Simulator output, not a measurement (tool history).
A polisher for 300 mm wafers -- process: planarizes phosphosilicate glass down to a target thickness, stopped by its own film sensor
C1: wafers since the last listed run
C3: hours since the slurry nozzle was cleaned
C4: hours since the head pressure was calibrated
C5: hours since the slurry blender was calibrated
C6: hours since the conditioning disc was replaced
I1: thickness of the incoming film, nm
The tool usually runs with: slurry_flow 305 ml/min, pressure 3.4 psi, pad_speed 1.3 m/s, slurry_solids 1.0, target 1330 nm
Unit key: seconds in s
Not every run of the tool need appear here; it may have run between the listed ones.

run 1 hour=0.0 | slurry_flow=305 pressure=3.4 pad_speed=1.3 slurry_solids=1.0 target=1330 | C1=0 wafers_polished_on_this_pad=3038 C3=80.4 C4=746.8 C5=216.4 C6=398.2 | I1=2068.8 | seconds=64.8
-- hour=19.0 worn pad replaced by a new one
run 2 hour=36.4 | slurry_flow=305 pressure=3.4 pad_speed=1.3 slurry_solids=1.0 target=1330 | C1=372 wafers_polished_on_this_pad=199 C3=116.8 C4=783.2 C5=252.8 C6=434.6 | I1=2120.9 | seconds=59.6
-- hour=62.5 conditioning disc replaced and pad reconditioned
run 3 hour=87.2 | slurry_flow=305 pressure=3.4 pad_speed=1.3 slurry_solids=1.0 target=1134 | C1=560 wafers_polished_on_this_pad=760 C3=167.6 C4=834.0 C5=303.6 C6=24.7 | I1=2122.4 | seconds=76.2
-- hour=115.5 slurry blender recalibrated
run 4 hour=144.1 | slurry_flow=305 pressure=3.4 pad_speed=1.3 slurry_solids=1.0 target=1330 | C1=630 wafers_polished_on_this_pad=1391 C3=224.5 C4=890.9 C5=28.6 C6=81.6 | I1=2108.8 | seconds=59.4
run 5 hour=201.8 | slurry_flow=305 pressure=3.4 pad_speed=1.3 slurry_solids=1.0 target=1330 | C1=662 wafers_polished_on_this_pad=2054 C3=282.2 C4=948.6 C5=86.3 C6=139.3 | I1=2102.5 | seconds=59.5
run 6 hour=251.8 | slurry_flow=305 pressure=3.4 pad_speed=1.3 slurry_solids=1.0 target=1330 | C1=574 wafers_polished_on_this_pad=2628 C3=332.2 C4=998.6 C5=136.3 C6=189.3 | I1=2151.7 | seconds=69.1
-- hour=278.8 worn pad replaced by a new one
run 7 hour=295.3 | slurry_flow=305 pressure=3.4 pad_speed=1.3 slurry_solids=0.8 target=1330 | C1=453 wafers_polished_on_this_pad=189 C3=375.7 C4=1042.1 C5=179.8 C6=232.8 | I1=2097.0 | seconds=65.2
-- hour=317.2 head pressure recalibrated
run 8 hour=345.3 | slurry_flow=305 pressure=3.4 pad_speed=1.3 slurry_solids=1.0 target=1330 | C1=551 wafers_polished_on_this_pad=741 C3=425.7 C4=28.1 C5=229.8 C6=282.8 | I1=2144.7 | seconds=60.8
-- hour=396.7 slurry blender recalibrated
run 9 hour=407.3 | slurry_flow=305 pressure=3.4 pad_speed=1.3 slurry_solids=1.0 target=1330 | C1=689 wafers_polished_on_this_pad=1430 C3=487.7 C4=90.1 C5=10.6 C6=344.8 | I1=2122.0 | seconds=61.9
run 10 hour=473.6 | slurry_flow=405 pressure=3.4 pad_speed=1.3 slurry_solids=1.0 target=1330 | C1=761 wafers_polished_on_this_pad=2192 C3=554.0 C4=156.4 C5=76.9 C6=411.1 | I1=2108.3 | seconds=59.5
-- hour=505.3 conditioning disc replaced and pad reconditioned
run 11 hour=520.0 | slurry_flow=335 pressure=4.4 pad_speed=0.9 slurry_solids=1.0 target=1330 | C1=510 wafers_polished_on_this_pad=2702 C3=600.4 C4=202.8 C5=123.3 C6=14.7 | I1=2102.5 | seconds=60.7
-- hour=555.4 worn pad replaced by a new one
run 12 hour=578.5 | slurry_flow=305 pressure=3.4 pad_speed=1.3 slurry_solids=1.1 target=1330 | C1=626 wafers_polished_on_this_pad=265 C3=658.9 C4=261.3 C5=181.8 C6=73.2 | I1=2125.1 | seconds=56.4
run 13 hour=608.3 | slurry_flow=305 pressure=2.6 pad_speed=1.3 slurry_solids=1.0 target=1330 | C1=342 wafers_polished_on_this_pad=608 C3=688.7 C4=291.1 C5=211.6 C6=103.0 | I1=2073.7 | seconds=72.3
-- hour=660.5 slurry blender recalibrated
run 14 hour=672.1 | slurry_flow=305 pressure=4.1 pad_speed=1.3 slurry_solids=0.8 target=1330 | C1=709 wafers_polished_on_this_pad=1318 C3=752.5 C4=354.9 C5=11.6 C6=166.8 | I1=2098.9 | seconds=55.8

Expected results for the next run?
-- hour=687.8 slurry nozzle cleaned
run 15 hour=701.8 | slurry_flow=345 pressure=3.4 pad_speed=1.3 slurry_solids=1.0 target=1330 | C1=329 wafers_polished_on_this_pad=1647 C3=14.0 C4=384.6 C5=41.3 C6=196.5 | I1=2139.5 | seconds=?

{"run 15": {"seconds": 61.7}}
Minus the tool's unlogged condition, the same run would have read seconds 59.4 s.
